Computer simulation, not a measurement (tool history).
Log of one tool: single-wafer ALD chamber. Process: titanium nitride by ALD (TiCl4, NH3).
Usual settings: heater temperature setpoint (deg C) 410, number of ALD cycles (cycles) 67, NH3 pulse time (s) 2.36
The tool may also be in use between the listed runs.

| run | day | heater temperature setpoint (deg C) | number of ALD cycles (cycles) | NH3 pulse time (s) | read-back reference wafer on the same gauge, thickness_nm | mean film thickness on the monitor wafer (Å) |
|---|---|---|---|---|---|---|
| 1 | 0 | 410 | 67 | 2.36 | 1.624 | 16 |
| 2 | 1.354 | 410 | 67 | 2.36 | 1.624 | 16 |
| 3 | 2.042 | 410 | 67 | 2.36 | 1.624 | 15.95 |
| 4 | 3.038 | 410 | 67 | 2.89 | 1.624 | 16.15 |
| 5 | 4.021 | 410 | 67 | 2.89 | 1.625 | 16.16 |
| 6 | 6.958 | 410 | 67 | 2.89 | 1.625 | 16.23 |
|  | 7.692 | gauge calibrated |
| 7 | 8.2 | 410 | 67 | 2.36 | 1.602 | 15.77 |
|  | 8.692 | showerhead replaced |
| 8 | 8.867 | 415 | 67 | 2.36 | 1.602 | 15.87 |
|  | 9.788 | thermocouple changed; heater temperature recalibrated |
| 9 | 11.483 | 419 | 63 | 1.48 | 1.612 | 14.83 |
| 10 | 12.279 | 410 | 63 | 2.36 | 1.614 | 15.03 |
| 11 | 13.312 | 417 | 67 | 1.72 | 1.614 | 15.88 |
| 12 | 14.129 | 410 | 67 | 2.36 | 1.618 | 16.02 |
| 13 | 15.192 | 400 | 67 | 2.36 | 1.617 | 16 |
| 14 | 16.154 | 398 | 74 | 1.91 | 1.621 | 17.43 |

Forecast each of these 4 alternatives for the next run:
| A | 16.179 | 410 | 67 | 1.91 | ? | ? |
| B | 16.179 | 396 | 70 | 2.36 | ? | ? |
| C | 16.179 | 423 | 75 | 3.02 | ? | ? |
| D | 16.179 | 401 | 58 | 1.66 | ? | ? |

| run | read-back reference wafer on the same gauge, thickness_nm | mean film thickness on the monitor wafer (Å) |
|---|---|---|
| A | 1.621 | 15.88 |
| B | 1.621 | 16.58 |
| C | 1.621 | 18.07 |
| D | 1.621 | 13.62 |
Without the tool's hidden state the same runs would have given:
| run | mean film thickness on the monitor wafer (Å) |
|---|---|
| A | 15.69 |
| B | 16.38 |
| C | 17.84 |
| D | 13.45 |
